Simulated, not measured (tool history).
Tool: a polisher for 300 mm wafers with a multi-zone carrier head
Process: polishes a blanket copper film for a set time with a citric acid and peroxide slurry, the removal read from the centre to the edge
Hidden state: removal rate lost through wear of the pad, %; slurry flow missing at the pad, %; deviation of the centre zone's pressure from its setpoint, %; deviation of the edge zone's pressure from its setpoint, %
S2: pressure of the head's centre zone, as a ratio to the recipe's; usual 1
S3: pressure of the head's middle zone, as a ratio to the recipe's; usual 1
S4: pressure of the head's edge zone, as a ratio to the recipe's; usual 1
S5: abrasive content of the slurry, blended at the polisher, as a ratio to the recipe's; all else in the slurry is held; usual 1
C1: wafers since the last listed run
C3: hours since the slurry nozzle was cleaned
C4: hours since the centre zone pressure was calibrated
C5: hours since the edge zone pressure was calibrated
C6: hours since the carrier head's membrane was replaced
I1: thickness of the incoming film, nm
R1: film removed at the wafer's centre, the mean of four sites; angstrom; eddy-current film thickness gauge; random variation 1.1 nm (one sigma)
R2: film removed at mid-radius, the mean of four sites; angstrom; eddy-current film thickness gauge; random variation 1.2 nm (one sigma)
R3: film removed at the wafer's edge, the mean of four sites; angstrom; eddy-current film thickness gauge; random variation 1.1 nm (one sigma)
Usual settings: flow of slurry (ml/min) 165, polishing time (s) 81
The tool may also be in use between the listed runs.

run 1 day=0 | flow_of_slurry_(ml/min)=165 S2=1 S3=1 S4=1 S5=1 polishing_time_(s)=81 | C1=0 wafers_polished_on_this_pad=650 C3=345.9 C4=696.4 C5=295.1 C6=792.7 | I1=903.2 | R1=1098 R2=1155 R3=1177
run 2 day=1.417 | flow_of_slurry_(ml/min)=165 S2=1 S3=1 S4=1 S5=1 polishing_time_(s)=81 | C1=321 wafers_polished_on_this_pad=971 C3=379.9 C4=730.4 C5=329.1 C6=826.7 | I1=895.4 | R1=1104 R2=1139 R3=1178
run 3 day=2.088 | flow_of_slurry_(ml/min)=165 S2=1 S3=1 S4=1 S5=0.8 polishing_time_(s)=81 | C1=152 wafers_polished_on_this_pad=1124 C3=396 C4=746.5 C5=345.2 C6=842.8 | I1=883.1 | R1=1056 R2=1106 R3=1141
-- day=2.679 worn pad replaced by a new one
run 4 day=2.7 | flow_of_slurry_(ml/min)=165 S2=1 S3=1 S4=1 S5=1 polishing_time_(s)=81 | C1=101 wafers_polished_on_this_pad=5 C3=410.7 C4=761.2 C5=359.9 C6=857.5 | I1=914.6 | R1=1112 R2=1167 R3=1165
run 5 day=3.596 | flow_of_slurry_(ml/min)=165 S2=1 S3=1 S4=1 S5=1 polishing_time_(s)=81 | C1=203 wafers_polished_on_this_pad=208 C3=432.2 C4=782.7 C5=381.4 C6=879 | I1=900.9 | R1=1101 R2=1148 R3=1170
run 6 day=4.3 | flow_of_slurry_(ml/min)=165 S2=1 S3=1 S4=1 S5=1 polishing_time_(s)=81 | C1=159 wafers_polished_on_this_pad=367 C3=449.1 C4=799.6 C5=398.3 C6=895.9 | I1=902.9 | R1=1102 R2=1129 R3=1179
-- day=5.188 edge zone pressure recalibrated
run 7 day=5.533 | flow_of_slurry_(ml/min)=165 S2=1 S3=1 S4=1 S5=1 polishing_time_(s)=81 | C1=260 wafers_polished_on_this_pad=628 C3=478.7 C4=829.2 C5=8.3 C6=925.5 | I1=903.2 | R1=1083 R2=1130 R3=1176
run 8 day=6.167 | flow_of_slurry_(ml/min)=165 S2=1 S3=1 S4=1 S5=1 polishing_time_(s)=81 | C1=143 wafers_polished_on_this_pad=772 C3=493.9 C4=844.4 C5=23.5 C6=940.7 | I1=892.3 | R1=1100 R2=1130 R3=1163
-- day=6.421 carrier head's membrane replaced by a new one
run 9 day=7.65 | flow_of_slurry_(ml/min)=110 S2=0.91 S3=0.91 S4=1 S5=1 polishing_time_(s)=81 | C1=289 wafers_polished_on_this_pad=1061 C3=529.5 C4=880 C5=59.1 C6=29.5 | I1=897.3 | R1=815 R2=903 R3=1063
run 10 day=8.346 | flow_of_slurry_(ml/min)=185 S2=1 S3=1 S4=0.95 S5=1.2 polishing_time_(s)=67 | C1=157 wafers_polished_on_this_pad=1218 C3=546.2 C4=896.7 C5=75.8 C6=46.2 | I1=901.8 | R1=953 R2=991 R3=968
-- day=8.675 centre zone pressure recalibrated
-- day=8.742 worn pad replaced by a new one
run 11 day=9.042 | flow_of_slurry_(ml/min)=165 S2=1 S3=1 S4=1 S5=1 polishing_time_(s)=81 | C1=124 wafers_polished_on_this_pad=68 C3=562.9 C4=8.8 C5=92.5 C6=62.9 | I1=894.4 | R1=1100 R2=1132 R3=1149
-- day=10.288 slurry nozzle cleaned
run 12 day=10.308 | flow_of_slurry_(ml/min)=165 S2=1 S3=1.07 S4=1 S5=1 polishing_time_(s)=81 | C1=277 wafers_polished_on_this_pad=345 C3=0.5 C4=39.2 C5=122.9 C6=93.3 | I1=897.5 | R1=1257 R2=1365 R3=1237
run 13 day=10.871 | flow_of_slurry_(ml/min)=165 S2=1 S3=1 S4=1.08 S5=1.25 polishing_time_(s)=81 | C1=127 wafers_polished_on_this_pad=473 C3=14 C4=52.7 C5=136.4 C6=106.8 | I1=893 | R1=1284 R2=1319 R3=1330
run 14 day=11.471 | flow_of_slurry_(ml/min)=165 S2=1 S3=1 S4=1 S5=1 polishing_time_(s)=81 | C1=136 wafers_polished_on_this_pad=609 C3=28.4 C4=67.1 C5=150.8 C6=121.2 | I1=899.4 | R1=1219 R2=1255 R3=1272
run 15 day=12.242 | flow_of_slurry_(ml/min)=165 S2=1 S3=1.08 S4=1 S5=1 polishing_time_(s)=81 | C1=174 wafers_polished_on_this_pad=784 C3=46.9 C4=85.6 C5=169.3 C6=139.7 | I1=905.1 | R1=1222 R2=1342 R3=1243
run 16 day=13.346 | flow_of_slurry_(ml/min)=165 S2=1.09 S3=1 S4=0.96 S5=1 polishing_time_(s)=81 | C1=250 wafers_polished_on_this_pad=1034 C3=73.4 C4=112.1 C5=195.8 C6=166.2 | I1=886.8 | R1=1317 R2=1223 R3=1202

Measured less the same run without the tool's hidden state. The same run-to-run variation is in both; the gauge's scatter may not be:
run=1 R1=-148 R2=-135 R3=-94
run=2 R1=-155 R2=-139 R3=-99
run=3 R1=-152 R2=-138 R3=-97
run=4 R1=-163 R2=-148 R3=-101
run=5 R1=-164 R2=-149 R3=-104
run=6 R1=-168 R2=-148 R3=-106
run=7 R1=-168 R2=-152 R3=-107
run=8 R1=-172 R2=-154 R3=-108
run=9 R1=-209 R2=-192 R3=-140
run=10 R1=-136 R2=-122 R3=-83
run=11 R1=-179 R2=-159 R3=-110
run=12 R1=-15 R2=-14 R3=-9
run=13 R1=-24 R2=-22 R3=-17
run=14 R1=-33 R2=-30 R3=-21
run=15 R1=-45 R2=-44 R3=-29
run=16 R1=-68 R2=-55 R3=-38
